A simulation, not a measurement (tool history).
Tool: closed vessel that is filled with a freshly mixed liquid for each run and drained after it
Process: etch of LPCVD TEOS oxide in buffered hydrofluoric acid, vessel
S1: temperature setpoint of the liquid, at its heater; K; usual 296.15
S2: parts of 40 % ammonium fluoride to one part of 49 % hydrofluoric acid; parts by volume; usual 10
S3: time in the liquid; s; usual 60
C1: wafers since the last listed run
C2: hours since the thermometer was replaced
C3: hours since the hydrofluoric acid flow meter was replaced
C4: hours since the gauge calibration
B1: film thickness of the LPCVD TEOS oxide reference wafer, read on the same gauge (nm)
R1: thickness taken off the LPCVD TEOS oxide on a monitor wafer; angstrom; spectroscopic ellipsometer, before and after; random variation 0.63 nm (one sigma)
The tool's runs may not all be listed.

run     day      S1    S2  S3    C1      C2     C3     C4     B1      R1
  1       0  296.15    10  45     0  2078.9  666.9    198  70.04  1085.9
  2   0.896  296.15    10  60  3203  2100.4  688.4  219.5  70.01  1450.3
  3   2.367  296.15    10  60  5260  2135.7  723.7  254.8  69.99  1441.6
  4   3.067  296.15    10  60  2503  2152.5  740.5  271.6  69.98  1440.9
  5   4.379  299.15    10  60  4693    2184    772  303.1  70.03    1696
  6   5.217  296.15    10  60  2995  2204.1  792.1  323.2  70.01  1435.4
  7   6.546  296.15    10  60  4753    2236    824  355.1  70.02  1426.6
  8   7.542  296.15    10  60  3561  2259.9  847.9    379  69.96  1446.4
  9   8.462  296.15    10  60  3293    2282    870  401.1  69.98  1434.6
      9.725  -- thermometer replaced
 10   9.938  296.15    10  60  5126     5.1  905.4  436.5     70  1625.6
 11  10.654  296.15    10  60  2563    22.3  922.6  453.7  69.98  1628.4
 12  11.421  296.15    10  60  2741    40.7    941  472.1  69.97  1628.4
     12.404  -- hydrofluoric acid flow meter replaced
 13  12.425  296.15    10  60  3442    64.8    0.5  496.2  69.99  1628.9
 14  13.408  296.15    10  50  3516    88.4   24.1  519.8  69.98    1362
     13.858  -- gauge calibrated
 15  14.367  296.15  13.5  60  3427   111.4   47.1   12.2  70.06  1208.7
 16  15.621  296.15    12  60  4485   141.5   77.2   42.3     70  1341.3
 17   16.45  293.15     8  90  2965   161.4   97.1   62.2  70.03  2484.9
 18  17.712  294.15  12.5  45  4515   191.7  127.4   92.5  70.04   870.7
 19   19.05  296.15   6.5  60  4783   223.8  159.5  124.6  69.98  2409.7

Forecast run 20:
 20  20.112  300.65  13.5  40  3799  249.3  185  150.1   ?   ?

Run 20 gave B1 70, R1 1021.5 angstrom.
Without the tool's hidden state the same run would have given R1 1036.9 angstrom.
